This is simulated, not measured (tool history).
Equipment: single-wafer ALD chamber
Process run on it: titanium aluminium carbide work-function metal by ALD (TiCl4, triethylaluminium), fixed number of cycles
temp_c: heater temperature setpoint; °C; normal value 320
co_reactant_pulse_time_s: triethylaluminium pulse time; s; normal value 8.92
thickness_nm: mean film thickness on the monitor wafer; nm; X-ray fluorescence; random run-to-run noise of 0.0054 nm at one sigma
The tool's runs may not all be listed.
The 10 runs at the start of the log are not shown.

run	hour	temp_c	co_reactant_pulse_time_s	read-back reference wafer on the same gauge, thickness_nm	thickness_nm
11	224	320	8.92	2.04	2.084
12	257.4	320	8.92	2.039	2.097
13	271.7	320	8.92	2.04	2.1
14	286	328	7.2	2.039	2.049
15	303.9	320	8.92	2.04	2.09
16	339.1	324	11.95	2.039	2.206
17	372.6	320	8.92	2.039	2.082
18	395.4	312	10.66	2.04	2.077
19	431.8	308	5.61	2.041	1.69
20	447.8	310	7.18	2.04	1.87
21	465.7	315	7.6	2.041	1.947
22	479.3	328	8.92	2.04	2.138
# hour 489.3: triethylaluminium bottle replaced
23	504.7	331	6.69	2.039	2.072
# hour 530.2: thermocouple changed; heater temperature recalibrated
# hour 531.5: showerhead replaced
24	532	325	11.56	2.04	2.181
25	556.7	330	8.92	2.04	2.157
26	583.2	320	11.34	2.039	2.131
27	607.1	329	10.17	2.04	2.185
28	640.6	320	8.92	2.039	2.067
29	663.7	328	5.76	2.039	1.879
30	683.5	320	8.92	2.039	2.063
31	710.4	324	11.95	2.04	2.171
32	744	334	7.94	2.04	2.134
33	762.9	310	7	2.039	1.859

Predict each of these 4 candidate next runs independently; none follows another, all start after run 33:
A	763.3	320	8.92	?	?
B	763.3	309	6.35	?	?
C	763.3	327	11.29	?	?
D	763.3	326	10.59	?	?

run	read-back reference wafer on the same gauge, thickness_nm	thickness_nm
A	2.038	2.051
B	2.038	1.789
C	2.038	2.18
D	2.038	2.157
Stripped of hidden state, with their random variation kept, the same runs would have yielded:
run	thickness_nm
A	2.063
B	1.816
C	2.184
D	2.162
